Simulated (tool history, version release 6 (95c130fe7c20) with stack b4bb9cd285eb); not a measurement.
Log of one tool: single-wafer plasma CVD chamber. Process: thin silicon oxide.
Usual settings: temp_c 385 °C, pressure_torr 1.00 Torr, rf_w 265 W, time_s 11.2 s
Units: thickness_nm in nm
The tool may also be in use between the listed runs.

run,hour,temp_c,pressure_torr,rf_w,time_s,wafers since the last listed run,hours since the last thermocouple change,hours since the last RF generator calibration,hours since the last manometer calibration,hours since the showerhead was replaced,hours since the gauge calibration,"read-back reference wafer on the same gauge, thickness_nm",thickness_nm
1,0.0,385,1.00,265,12.7,0,1324.3,1799.0,2321.3,4026.2,941.2,24.170,24.495
2,45.1,385,1.00,265,11.2,954,1369.4,1844.1,2366.4,4071.3,986.3,24.208,21.518
3,82.1,378,1.00,265,11.2,783,1406.4,1881.1,2403.4,4108.3,1023.3,24.213,21.729
4,129.9,378,1.00,265,11.2,1011,1454.2,1928.9,2451.2,4156.1,1071.1,24.219,21.743
5,195.1,378,1.00,265,11.2,1380,1519.4,1994.1,2516.4,4221.3,1136.3,24.199,21.517
6,233.1,394,1.00,265,11.2,804,1557.4,2032.1,2554.4,4259.3,1174.3,24.201,21.442
# hour 279.9: RF generator calibrated
7,287.0,374,1.00,265,11.2,971,1611.3,7.1,2608.3,4313.2,1228.2,24.204,22.245
# hour 304.4: capacitance manometer re-zeroed and calibrated
8,325.9,396,0.86,265,11.2,654,1650.2,46.0,21.5,4352.1,1267.1,24.195,19.759
9,381.2,385,1.00,265,11.2,1170,1705.5,101.3,76.8,4407.4,1322.4,24.191,21.904
# hour 382.8: gauge calibrated
10,406.4,393,1.00,265,13.2,533,1730.7,126.5,102.0,4432.6,23.6,24.194,25.872
11,475.3,379,1.19,265,11.2,1458,1799.6,195.4,170.9,4501.5,92.5,24.224,24.284
12,499.4,385,1.00,265,11.2,510,1823.7,219.5,195.0,4525.6,116.6,24.205,21.942
13,523.7,385,1.00,265,11.2,514,1848.0,243.8,219.3,4549.9,140.9,24.218,21.926
14,570.5,392,0.87,280,12.5,990,1894.8,290.6,266.1,4596.7,187.7,24.211,22.813
15,764.0,385,1.00,285,11.2,4096,2088.3,484.1,459.6,4790.2,381.2,24.184,22.679
# hour 866.2: thermocouple changed; heater temperature recalibrated
16,866.7,385,1.00,265,11.2,2004,0.5,586.8,562.3,4892.9,483.9,24.200,21.831
# hour 900.1: showerhead replaced
17,919.0,397,1.00,265,11.2,937,52.8,639.1,614.6,18.9,536.2,24.185,21.809
18,990.1,385,1.00,265,11.2,1505,123.9,710.2,685.7,90.0,607.3,24.207,22.002
19,1040.7,385,1.00,265,11.2,1071,174.5,760.8,736.3,140.6,657.9,24.187,21.722
20,1073.1,385,1.00,265,11.2,685,206.9,793.2,768.7,173.0,690.3,24.204,21.716
21,1097.3,385,1.00,265,11.2,512,231.1,817.4,792.9,197.2,714.5,24.190,21.894
22,1153.9,381,0.86,290,13.2,1198,287.7,874.0,849.5,253.8,771.1,24.208,24.297
23,1188.1,393,1.00,230,11.2,724,321.9,908.2,883.7,288.0,805.3,24.211,20.294
24,1234.8,380,1.00,265,11.2,988,368.6,954.9,930.4,334.7,852.0,24.204,21.877
25,1281.2,399,0.80,265,9.5,982,415.0,1001.3,976.8,381.1,898.4,24.207,15.781
26,1496.3,385,1.11,225,11.2,4553,630.1,1216.4,1191.9,596.2,1113.5,24.195,21.307
27,1540.2,385,1.00,265,11.2,929,674.0,1260.3,1235.8,640.1,1157.4,24.213,21.685
28,1600.4,385,1.19,265,9.2,1274,734.2,1320.5,1296.0,700.3,1217.6,24.175,19.586

Forecast each of these 5 alternatives for the next run:
A,1600.8,385,1.00,300,11.2,8,734.6,1320.9,1296.4,700.7,1218.0,?,?
B,1600.8,385,0.77,285,10.1,8,734.6,1320.9,1296.4,700.7,1218.0,?,?
C,1600.8,390,0.91,295,12.2,8,734.6,1320.9,1296.4,700.7,1218.0,?,?
D,1600.8,385,1.00,265,10.4,8,734.6,1320.9,1296.4,700.7,1218.0,?,?
E,1600.8,385,1.14,305,11.2,8,734.6,1320.9,1296.4,700.7,1218.0,?,?

run,"read-back reference wafer on the same gauge, thickness_nm",thickness_nm
A,24.206,22.856
B,24.206,16.909
C,24.206,23.183
D,24.206,20.121
E,24.206,24.762
Without the tool's hidden state the same runs would have given:
run,thickness_nm
A,23.295
B,17.237
C,23.629
D,20.528
E,25.234
